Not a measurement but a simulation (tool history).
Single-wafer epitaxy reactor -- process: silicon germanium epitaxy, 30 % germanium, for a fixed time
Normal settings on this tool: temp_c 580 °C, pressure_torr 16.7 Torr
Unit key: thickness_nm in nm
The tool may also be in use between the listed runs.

run    hour  temp_c  pressure_torr  read-back reference wafer on the same gauge, thickness_nm  thickness_nm
  1     0.0     580           16.7                                                     41.056        38.627
  2   294.7     580           16.7                                                     41.096        38.822
  3   339.8     580           16.7                                                     41.031        38.878
  4   409.9     580           16.7                                                     41.167        38.857
  5   508.9     580           16.7                                                     41.045        38.917
      564.2  -- capacitance manometer re-zeroed and calibrated
  6   599.3     580           16.7                                                     41.104        38.896
      608.0  -- pyrometer calibrated
  7   658.1     580           14.8                                                     41.088        37.426
      676.8  -- gauge calibrated
      725.1  -- showerhead replaced
  8   848.7     580           16.7                                                     41.119        38.719
  9   939.7     580           15.4                                                     41.129        38.049
 10   977.7     580           16.7                                                     41.060        38.852
 11  1082.4     580           19.7                                                     41.091        41.147
 12  1143.6     569           19.3                                                     41.118        32.298
 13  1234.3     580           19.7                                                     41.147        41.254
 14  1295.1     567           18.3                                                     41.068        30.152
 15  1354.5     580           20.6                                                     41.163        42.201
 16  1453.0     585           18.0                                                     41.075        44.698
 17  1503.0     580           18.4                                                     41.088        40.285

What the log doesn't show, run by run:
wafer temperature above the value expected at the setpoint (K): 0, the same for each run
true pressure above the setpoint (%): 0, the same for each run
gauge reads high (%): 0, the same for each run
